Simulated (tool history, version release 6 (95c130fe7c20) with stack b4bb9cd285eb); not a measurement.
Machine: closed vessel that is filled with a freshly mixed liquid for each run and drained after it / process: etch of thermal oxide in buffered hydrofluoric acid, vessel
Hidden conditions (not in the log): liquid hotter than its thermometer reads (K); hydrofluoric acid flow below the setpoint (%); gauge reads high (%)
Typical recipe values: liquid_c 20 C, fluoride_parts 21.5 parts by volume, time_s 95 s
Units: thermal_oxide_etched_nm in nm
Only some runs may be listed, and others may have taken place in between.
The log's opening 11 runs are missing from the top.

run,hour,liquid_c,fluoride_parts,time_s,wafers since the last listed run,hours since the thermometer was replaced,hours since the hydrofluoric acid flow meter was replaced,hours since the gauge calibration,"read-back film thickness of the thermal oxide reference wafer, read on the same gauge (nm)",thermal_oxide_etched_nm
12,613.7,20,21.5,95,5357,1213.6,449.7,1306,90.01,44.71
13,652.8,20,21.5,95,3630,1252.7,488.8,1345.1,90.01,44.51
14,715,20,21.5,95,5775,1314.9,551,1407.3,89.99,44.66
15,786.9,17,15.5,95,6675,1386.8,622.9,1479.2,90,51.52
16,834.9,20,21.5,95,4456,1434.8,670.9,1527.2,89.99,45.15
# hour 932.4: hydrofluoric acid flow meter replaced
17,1039.3,23,19,95,18885,1639.2,106.9,1731.6,89.99,59.42
18,1082.9,20,21.5,95,4048,1682.8,150.5,1775.2,89.99,45.67
19,1129.6,22.5,18.5,50,4335,1729.5,197.2,1821.9,90,31.12
20,1199.7,20,23.5,55,6508,1799.6,267.3,1892,90,24.69
21,1271.5,20,21.5,95,6666,1871.4,339.1,1963.8,89.99,45.81
# hour 1316.6: gauge calibrated
22,1317.5,20,24.5,95,4270,1917.4,385.1,0.9,89.98,42.09
# hour 1342.3: thermometer replaced
23,1380.1,17,28.5,80,5719,37.8,447.7,63.5,90,25.25
24,1448.4,17.5,28.5,95,6341,106.1,516,131.8,89.99,31.09
25,1494.5,20,14.5,95,4280,152.2,562.1,177.9,90,62.36
26,1531.1,17,15.5,150,3398,188.8,598.7,214.5,90,78.18
27,1584.7,24.5,17,55,4976,242.4,652.3,268.1,90.01,39.73
28,1609.6,20,21.5,95,2311,267.3,677.2,293,90,43.52
# hour 1667.4: hydrofluoric acid flow meter replaced
29,1672.1,20,21.5,95,5710,329.8,4.7,355.5,90,43.62
30,1704.8,22.5,21.5,95,3036,362.5,37.4,388.2,90,50.18
31,1737.7,23,21.5,140,3054,395.4,70.3,421.1,90.01,76
32,1784.6,20,21.5,95,4354,442.3,117.2,468,89.98,43.58
33,1824.5,20,16.5,145,3704,482.2,157.1,507.9,89.99,84.79

Below are 3 alternative next runs, each starting from the tool's condition after run 33. Predict each:
A,1825.2,20,21.5,95,64,482.9,157.8,508.6,?,?
B,1825.2,20,18.5,95,64,482.9,157.8,508.6,?,?
C,1825.2,20,28,95,64,482.9,157.8,508.6,?,?

run,"read-back film thickness of the thermal oxide reference wafer, read on the same gauge (nm)",thermal_oxide_etched_nm
A,90,43.32
B,90,49.18
C,90,36.1
Without the tool's hidden state the same runs would have given:
run,thermal_oxide_etched_nm
A,42.55
B,48.31
C,35.45
